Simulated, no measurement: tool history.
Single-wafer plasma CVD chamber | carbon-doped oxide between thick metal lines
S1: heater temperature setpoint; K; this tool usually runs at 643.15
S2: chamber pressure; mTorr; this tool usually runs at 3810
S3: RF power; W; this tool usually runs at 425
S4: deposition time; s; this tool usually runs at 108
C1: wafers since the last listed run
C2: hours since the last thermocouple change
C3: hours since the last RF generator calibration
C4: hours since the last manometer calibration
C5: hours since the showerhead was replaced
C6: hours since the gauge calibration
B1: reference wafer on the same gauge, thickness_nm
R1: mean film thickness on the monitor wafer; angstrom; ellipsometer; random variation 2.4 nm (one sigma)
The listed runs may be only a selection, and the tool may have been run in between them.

run   hour      S1    S2   S3   S4    C1      C2      C3      C4      C5     C6       B1       R1
  1      0  643.15  3810  425  108     0  1472.1  1233.2  1882.9  6871.9  611.2  534.961  4382.36
  2   34.9  643.15  3810  425  108   360    1507  1268.1  1917.8  6906.8  646.1  535.837  4435.67
  3   86.8  643.15  3810  425  108   535  1558.9    1320  1969.7  6958.7    698  535.347  4375.22
  4  189.3  643.15  3810  425  108  1058  1661.4  1422.5  2072.2  7061.2  800.5  535.798  4372.14
  5  226.5  643.15  3050  380  108   383  1698.6  1459.7  2109.4  7098.4  837.7  535.218  3792.52
  6  264.9  643.15  3050  380  108   396    1737  1498.1  2147.8  7136.8  876.1  534.611   3790.1
  7  300.4  650.15  3810  425  108   366  1772.5  1533.6  2183.3  7172.3  911.6  535.465  4253.23
     364.8  -- RF generator calibrated
  8  365.3  650.15  3810  425  108   587  1837.4     0.5  2248.2  7237.2  976.5  534.403  4582.79
     373.1  -- gauge calibrated
  9  424.7  636.15  3810  425  108   613  1896.8    59.9  2307.6  7296.6   51.6  534.649  4677.78
     484.4  -- capacitance manometer re-zeroed and calibrated
 10  494.6  643.15  3810  425  108   638  1966.7   129.8    10.2  7366.5  121.5  534.938     4596
     512.5  -- thermocouple changed; heater temperature recalibrated
     522.5  -- showerhead replaced
 11  562.5  656.15  3810  460   98   535      50   197.7    78.1      40  189.4  535.175  4364.57
 12    590  632.15  3810  500  108   283    77.5   225.2   105.6    67.5  216.9  535.638  5391.84
 13  637.9  628.15  4470  350  108   494   125.4   273.1   153.5   115.4  264.8  535.527  3934.63
 14  672.6  643.15  3810  505   97   358   160.1   307.8   188.2   150.1  299.5  534.953  4736.85
 15  717.3  643.15  3810  425  108   461   204.8   352.5   232.9   194.8  344.2  534.985  4581.41
 16  779.1  651.15  2950  425  101   637   266.6   414.3   294.7   256.6    406  535.981  4067.28
 17  843.9  643.15  3810  425  108   668   331.4   479.1   359.5   321.4  470.8  534.915  4562.25

Below are 4 alternative next runs, each starting from the tool's condition after run 17. Predict each:
  A  844.3  643.15  3810  425  108   4  331.8  479.5  359.9  321.8  471.2   ?   ?
  B  844.3  654.15  3520  385   96   4  331.8  479.5  359.9  321.8  471.2   ?   ?
  C  844.3  651.15  3810  425  108   4  331.8  479.5  359.9  321.8  471.2   ?   ?
  D  844.3  632.15  3280  425  125   4  331.8  479.5  359.9  321.8  471.2   ?   ?

run       B1       R1
  A  534.562  4531.69
  B  534.562  3529.69
  C  534.562  4450.25
  D  534.562  5299.58
The same runs, with their run-to-run variation unchanged, on a tool lacking any hidden condition would have given:
run       R1
  A  4606.31
  B  3590.38
  C  4523.53
  D  5386.85

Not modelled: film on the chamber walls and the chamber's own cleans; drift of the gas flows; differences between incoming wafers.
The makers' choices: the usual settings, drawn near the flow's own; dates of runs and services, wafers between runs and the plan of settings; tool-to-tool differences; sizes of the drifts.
